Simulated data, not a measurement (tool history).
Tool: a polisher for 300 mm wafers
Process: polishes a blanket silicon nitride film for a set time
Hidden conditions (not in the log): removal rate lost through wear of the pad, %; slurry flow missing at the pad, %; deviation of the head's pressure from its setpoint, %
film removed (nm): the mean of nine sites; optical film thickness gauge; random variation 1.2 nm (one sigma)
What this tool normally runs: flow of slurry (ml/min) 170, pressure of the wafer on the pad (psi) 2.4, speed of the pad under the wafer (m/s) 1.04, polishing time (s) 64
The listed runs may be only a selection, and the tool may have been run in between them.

run	day	flow of slurry (ml/min)	pressure of the wafer on the pad (psi)	speed of the pad under the wafer (m/s)	polishing time (s)	wafers since the last listed run	wafers polished on this pad	hours since the slurry nozzle was cleaned	hours since the head pressure was calibrated	incoming thickness of the incoming film, nm	film removed (nm)
1	0.000	170	2.4	1.04	64	0	51	693.3	420.6	401.3	91.9
2	0.583	170	2.4	1.04	64	191	243	707.3	434.6	405.7	90.9
3	1.033	170	2.4	1.04	64	147	390	718.1	445.4	410.3	88.7
# day 1.546: worn pad replaced by a new one
4	1.567	170	2.4	1.04	64	120	6	730.9	458.2	410.8	82.8
5	1.900	170	2.4	1.04	64	109	116	738.9	466.2	405.3	83.7
# day 2.383: slurry nozzle cleaned
6	2.404	170	2.4	1.04	64	151	267	0.5	478.3	410.3	80.2
# day 2.808: head pressure recalibrated
7	2.829	170	2.6	1.04	64	112	380	10.7	0.5	404.6	82.1
# day 3.004: worn pad replaced by a new one, repeated, since the last time left the tool worse
8	4.062	170	2.4	1.28	48	350	347	40.3	30.1	408.0	77.9
9	4.462	170	2.4	1.04	64	131	479	49.9	39.7	416.7	86.4
# day 4.988: worn pad replaced by a new one
10	5.008	170	2.4	1.04	43	124	7	63.0	52.8	408.3	60.8
11	5.254	170	1.7	1.04	84	80	87	68.9	58.7	415.5	97.5
12	5.725	185	2.4	1.04	64	154	242	80.2	70.0	410.7	91.3
13	6.192	220	2.4	0.90	82	153	395	91.4	81.2	409.6	108.2
# day 6.742: worn pad replaced by a new one
14	6.762	170	2.4	1.04	74	132	7	105.1	94.9	412.9	107.4
15	7.483	170	2.4	1.04	64	236	243	122.4	112.2	404.9	90.8

Branching from run 15: 4 alternative next runs. What would each branch give?
A	7.500	170	2.4	1.04	64	5	249	122.8	112.6	415.1	?
B	7.500	170	2.4	1.04	48	5	249	122.8	112.6	415.1	?
C	7.500	170	2.4	1.36	64	5	249	122.8	112.6	415.1	?
D	7.500	170	2.4	1.04	71	5	249	122.8	112.6	415.1	?

run	film removed (nm)
A	91.7
B	68.7
C	110.5
D	101.7
Without the tool's unlogged condition, the same runs would have read:
run	film removed (nm)
A	92.9
B	69.7
C	111.9
D	103.0
